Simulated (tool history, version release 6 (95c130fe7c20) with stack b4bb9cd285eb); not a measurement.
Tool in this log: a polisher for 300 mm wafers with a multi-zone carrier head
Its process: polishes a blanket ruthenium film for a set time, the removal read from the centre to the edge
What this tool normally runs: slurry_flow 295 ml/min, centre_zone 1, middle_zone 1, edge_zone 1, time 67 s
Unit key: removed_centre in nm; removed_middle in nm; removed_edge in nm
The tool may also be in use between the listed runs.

| run | day | slurry_flow | centre_zone | middle_zone | edge_zone | time | wafers since the last listed run | wafers polished on this pad | hours since the slurry nozzle was cleaned | hours since the centre zone pressure was calibrated | hours since the edge zone pressure was calibrated | hours since the carrier head's membrane was replaced | incoming thickness of the incoming film, nm | removed_centre | removed_middle | removed_edge |
|---|---|---|---|---|---|---|---|---|---|---|---|---|---|---|---|---|
| 1 | 0 | 295 | 1 | 0.98 | 1 | 67 | 0 | 573 | 38.7 | 995.7 | 982.1 | 48.9 | 362.6 | 99.2 | 98.8 | 103.6 |
| 2 | 0.558 | 295 | 1 | 0.98 | 1 | 67 | 160 | 734 | 52.1 | 1009.1 | 995.5 | 62.3 | 375.4 | 97.9 | 99.5 | 100.6 |
| 3 | 0.958 | 295 | 1 | 0.98 | 1 | 67 | 115 | 849 | 61.7 | 1018.7 | 1005.1 | 71.9 | 370.9 | 100.7 | 97.4 | 101.8 |
|  | 1.475 | worn pad replaced by a new one |
| 4 | 1.633 | 295 | 1 | 1 | 1 | 67 | 146 | 45 | 77.9 | 1034.9 | 1021.3 | 88.1 | 373.5 | 102 | 101.5 | 104.6 |
| 5 | 1.992 | 295 | 1 | 1 | 0.92 | 67 | 103 | 148 | 86.5 | 1043.5 | 1029.9 | 96.7 | 370.8 | 101.9 | 101.8 | 100.9 |
| 6 | 2.362 | 295 | 1 | 1 | 1 | 67 | 106 | 255 | 95.4 | 1052.4 | 1038.8 | 105.6 | 370 | 101.2 | 101.1 | 101.1 |
| 7 | 2.729 | 220 | 0.94 | 1 | 1 | 67 | 105 | 360 | 104.2 | 1061.2 | 1047.6 | 114.4 | 376 | 90.2 | 97.6 | 99.6 |
| 8 | 3.029 | 295 | 1 | 1 | 1 | 67 | 86 | 447 | 111.4 | 1068.4 | 1054.8 | 121.6 | 363.5 | 100.6 | 99.3 | 99.3 |
|  | 3.525 | centre zone pressure recalibrated |
| 9 | 3.546 | 250 | 0.89 | 1 | 0.93 | 67 | 124 | 571 | 123.8 | 0.5 | 1067.2 | 134 | 369.1 | 85.1 | 99.1 | 96.2 |
| 10 | 3.833 | 295 | 1 | 1.06 | 1 | 90 | 82 | 654 | 130.7 | 7.4 | 1074.1 | 140.9 | 369.6 | 133.6 | 140.4 | 132.1 |

Run 11 comes next. What will it give?
| 11 | 4.133 | 295 | 1 | 0.98 | 1 | 67 | 86 | 740 | 137.9 | 14.6 | 1081.3 | 148.1 | 363.4 | ? | ? | ? |

Run 11 came out at removed_centre 97.1 nm, removed_middle 96.5 nm, removed_edge 99.5 nm.
With no hidden state in the tool, this same run would have given removed_centre 103.2 nm, removed_middle 102.3 nm, removed_edge 105.1 nm.
